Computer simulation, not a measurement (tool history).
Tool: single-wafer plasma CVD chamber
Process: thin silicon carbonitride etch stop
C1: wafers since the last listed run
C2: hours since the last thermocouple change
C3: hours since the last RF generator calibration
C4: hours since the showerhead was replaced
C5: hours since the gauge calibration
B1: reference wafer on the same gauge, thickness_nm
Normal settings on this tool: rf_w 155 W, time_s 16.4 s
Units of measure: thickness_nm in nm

run 1 hour=0.0 | rf_w=170 time_s=13.8 | C1=0 C2=2789.5 C3=967.8 C4=6208.4 C5=120.3 | B1=10.310 | thickness_nm=7.467
run 2 hour=10.5 | rf_w=170 time_s=13.8 | C1=324 C2=2800.0 C3=978.3 C4=6218.9 C5=130.8 | B1=10.313 | thickness_nm=7.445
run 3 hour=26.2 | rf_w=165 time_s=16.4 | C1=485 C2=2815.7 C3=994.0 C4=6234.6 C5=146.5 | B1=10.311 | thickness_nm=8.786
run 4 hour=37.6 | rf_w=165 time_s=16.4 | C1=352 C2=2827.1 C3=1005.4 C4=6246.0 C5=157.9 | B1=10.311 | thickness_nm=8.765
run 5 hour=47.5 | rf_w=135 time_s=16.4 | C1=306 C2=2837.0 C3=1015.3 C4=6255.9 C5=167.8 | B1=10.310 | thickness_nm=8.360
run 6 hour=60.0 | rf_w=135 time_s=16.4 | C1=386 C2=2849.5 C3=1027.8 C4=6268.4 C5=180.3 | B1=10.310 | thickness_nm=8.343
-- hour=103.9 thermocouple changed; heater temperature recalibrated
-- hour=106.1 RF generator calibrated
run 7 hour=106.6 | rf_w=135 time_s=16.4 | C1=1124 C2=2.7 C3=0.5 C4=6315.0 C5=226.9 | B1=10.309 | thickness_nm=8.228
run 8 hour=107.6 | rf_w=150 time_s=16.4 | C1=30 C2=3.7 C3=1.5 C4=6316.0 C5=227.9 | B1=10.310 | thickness_nm=8.459
run 9 hour=122.1 | rf_w=155 time_s=16.4 | C1=448 C2=18.2 C3=16.0 C4=6330.5 C5=242.4 | B1=10.311 | thickness_nm=8.511
-- hour=143.3 RF generator calibrated, repeated, since the last time left the tool worse
-- hour=143.9 showerhead replaced
-- hour=159.9 gauge calibrated
run 10 hour=166.1 | rf_w=155 time_s=16.4 | C1=1093 C2=62.2 C3=22.8 C4=22.2 C5=6.2 | B1=10.310 | thickness_nm=8.759
run 11 hour=180.4 | rf_w=155 time_s=16.4 | C1=442 C2=76.5 C3=37.1 C4=36.5 C5=20.5 | B1=10.312 | thickness_nm=8.752
run 12 hour=191.4 | rf_w=170 time_s=19.5 | C1=340 C2=87.5 C3=48.1 C4=47.5 C5=31.5 | B1=10.306 | thickness_nm=10.636
run 13 hour=206.0 | rf_w=155 time_s=17.8 | C1=451 C2=102.1 C3=62.7 C4=62.1 C5=46.1 | B1=10.311 | thickness_nm=9.494
run 14 hour=222.7 | rf_w=155 time_s=16.4 | C1=516 C2=118.8 C3=79.4 C4=78.8 C5=62.8 | B1=10.309 | thickness_nm=8.741
run 15 hour=234.3 | rf_w=180 time_s=18.9 | C1=358 C2=130.4 C3=91.0 C4=90.4 C5=74.4 | B1=10.313 | thickness_nm=10.449
run 16 hour=246.7 | rf_w=145 time_s=16.4 | C1=383 C2=142.8 C3=103.4 C4=102.8 C5=86.8 | B1=10.310 | thickness_nm=8.609
run 17 hour=257.9 | rf_w=165 time_s=15.2 | C1=346 C2=154.0 C3=114.6 C4=114.0 C5=98.0 | B1=10.311 | thickness_nm=8.236
run 18 hour=268.3 | rf_w=170 time_s=16.4 | C1=321 C2=164.4 C3=125.0 C4=124.4 C5=108.4 | B1=10.309 | thickness_nm=8.947
run 19 hour=280.7 | rf_w=140 time_s=14.2 | C1=383 C2=176.8 C3=137.4 C4=136.8 C5=120.8 | B1=10.312 | thickness_nm=7.403
run 20 hour=290.9 | rf_w=185 time_s=16.4 | C1=315 C2=187.0 C3=147.6 C4=147.0 C5=131.0 | B1=10.310 | thickness_nm=9.131
run 21 hour=305.5 | rf_w=130 time_s=16.4 | C1=451 C2=201.6 C3=162.2 C4=161.6 C5=145.6 | B1=10.309 | thickness_nm=8.386

Each row is a separate what-if for the run after 21, all from the same tool condition, not one after another. Results?
run A hour=305.9 | rf_w=155 time_s=16.4 | C1=12 C2=202.0 C3=162.6 C4=162.0 C5=146.0 | B1=? | thickness_nm=?
run B hour=305.9 | rf_w=175 time_s=15.1 | C1=12 C2=202.0 C3=162.6 C4=162.0 C5=146.0 | B1=? | thickness_nm=?
run C hour=305.9 | rf_w=135 time_s=18.9 | C1=12 C2=202.0 C3=162.6 C4=162.0 C5=146.0 | B1=? | thickness_nm=?
run D hour=305.9 | rf_w=170 time_s=18.9 | C1=12 C2=202.0 C3=162.6 C4=162.0 C5=146.0 | B1=? | thickness_nm=?
run E hour=305.9 | rf_w=135 time_s=18.3 | C1=12 C2=202.0 C3=162.6 C4=162.0 C5=146.0 | B1=? | thickness_nm=?

run=A B1=10.311 thickness_nm=8.749
run=B B1=10.311 thickness_nm=8.303
run=C B1=10.311 thickness_nm=9.750
run=D B1=10.311 thickness_nm=10.317
run=E B1=10.311 thickness_nm=9.441
With no hidden state in the tool, these same runs would have given:
run=A thickness_nm=8.761
run=B thickness_nm=8.313
run=C thickness_nm=9.763
run=D thickness_nm=10.330
run=E thickness_nm=9.453
